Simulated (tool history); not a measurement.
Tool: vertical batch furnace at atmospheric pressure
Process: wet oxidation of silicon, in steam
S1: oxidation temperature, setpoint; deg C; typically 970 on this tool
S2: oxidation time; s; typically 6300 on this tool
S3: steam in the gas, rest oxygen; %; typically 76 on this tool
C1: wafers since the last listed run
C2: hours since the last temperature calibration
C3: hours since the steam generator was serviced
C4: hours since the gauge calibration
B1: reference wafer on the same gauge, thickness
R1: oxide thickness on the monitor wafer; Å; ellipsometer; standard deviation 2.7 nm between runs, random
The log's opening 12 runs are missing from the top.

run 13 hour=666.7 | S1=970 S2=6300 S3=76 | C1=557 C2=4600.4 C3=1494.5 C4=1487.8 | B1=406.69 | R1=4629.2
-- hour=721.7 thermocouples replaced and temperature profile calibrated
run 14 hour=722.2 | S1=970 S2=6300 S3=76 | C1=497 C2=0.5 C3=1550.0 C4=1543.3 | B1=407.13 | R1=4613.2
-- hour=782.7 steam generator serviced
run 15 hour=888.1 | S1=970 S2=6300 S3=70 | C1=2240 C2=166.4 C3=105.4 C4=1709.2 | B1=405.28 | R1=4335.9
run 16 hour=941.1 | S1=970 S2=6300 S3=82 | C1=836 C2=219.4 C3=158.4 C4=1762.2 | B1=405.71 | R1=4772.4
run 17 hour=1114.8 | S1=986 S2=8190 S3=87 | C1=2742 C2=393.1 C3=332.1 C4=1935.9 | B1=405.62 | R1=6360.9
run 18 hour=1155.9 | S1=995 S2=9360 S3=76 | C1=648 C2=434.2 C3=373.2 C4=1977.0 | B1=404.10 | R1=6688.8
run 19 hour=1190.9 | S1=947 S2=8610 S3=76 | C1=552 C2=469.2 C3=408.2 C4=2012.0 | B1=403.30 | R1=4793.5
-- hour=1203.6 gauge calibrated
run 20 hour=1253.6 | S1=947 S2=6300 S3=76 | C1=989 C2=531.9 C3=470.9 C4=50.0 | B1=417.97 | R1=4051.7
run 21 hour=1313.9 | S1=977 S2=7620 S3=79 | C1=952 C2=592.2 C3=531.2 C4=110.3 | B1=418.61 | R1=5610.2
run 22 hour=1358.2 | S1=970 S2=6300 S3=76 | C1=699 C2=636.5 C3=575.5 C4=154.6 | B1=417.27 | R1=4703.7
run 23 hour=1397.7 | S1=947 S2=8610 S3=76 | C1=623 C2=676.0 C3=615.0 C4=194.1 | B1=417.75 | R1=4971.4
run 24 hour=1432.9 | S1=995 S2=8130 S3=76 | C1=555 C2=711.2 C3=650.2 C4=229.3 | B1=417.11 | R1=6286.2
run 25 hour=1471.5 | S1=946 S2=8850 S3=76 | C1=609 C2=749.8 C3=688.8 C4=267.9 | B1=417.32 | R1=5031.2
run 26 hour=1511.5 | S1=987 S2=7200 S3=76 | C1=631 C2=789.8 C3=728.8 C4=307.9 | B1=415.97 | R1=5649.9
run 27 hour=1628.3 | S1=958 S2=3420 S3=76 | C1=1844 C2=906.6 C3=845.6 C4=424.7 | B1=416.49 | R1=2883.3
run 28 hour=1682.5 | S1=981 S2=7590 S3=76 | C1=855 C2=960.8 C3=899.8 C4=478.9 | B1=414.84 | R1=5605.3
run 29 hour=1746.1 | S1=983 S2=6300 S3=76 | C1=1004 C2=1024.4 C3=963.4 C4=542.5 | B1=414.91 | R1=5066.3
run 30 hour=1783.8 | S1=970 S2=6300 S3=76 | C1=595 C2=1062.1 C3=1001.1 C4=580.2 | B1=414.96 | R1=4631.9

What if the next run were any one of these 4? Each begins from the tool's condition after run 30:
run A hour=1789.3 | S1=970 S2=6300 S3=76 | C1=86 C2=1067.6 C3=1006.6 C4=585.7 | B1=? | R1=?
run B hour=1789.3 | S1=951 S2=6300 S3=69 | C1=86 C2=1067.6 C3=1006.6 C4=585.7 | B1=? | R1=?
run C hour=1789.3 | S1=977 S2=7980 S3=82 | C1=86 C2=1067.6 C3=1006.6 C4=585.7 | B1=? | R1=?
run D hour=1789.3 | S1=970 S2=3240 S3=76 | C1=86 C2=1067.6 C3=1006.6 C4=585.7 | B1=? | R1=?

run=A B1=414.97 R1=4675.7
run=B B1=414.97 R1=3876.7
run=C B1=414.97 R1=5906.1
run=D B1=414.97 R1=3032.2
Take away the tool's hidden state, keep each run's random variation, and the runs would have read:
run=A R1=4701.3
run=B R1=3897.9
run=C R1=5938.5
run=D R1=3048.8

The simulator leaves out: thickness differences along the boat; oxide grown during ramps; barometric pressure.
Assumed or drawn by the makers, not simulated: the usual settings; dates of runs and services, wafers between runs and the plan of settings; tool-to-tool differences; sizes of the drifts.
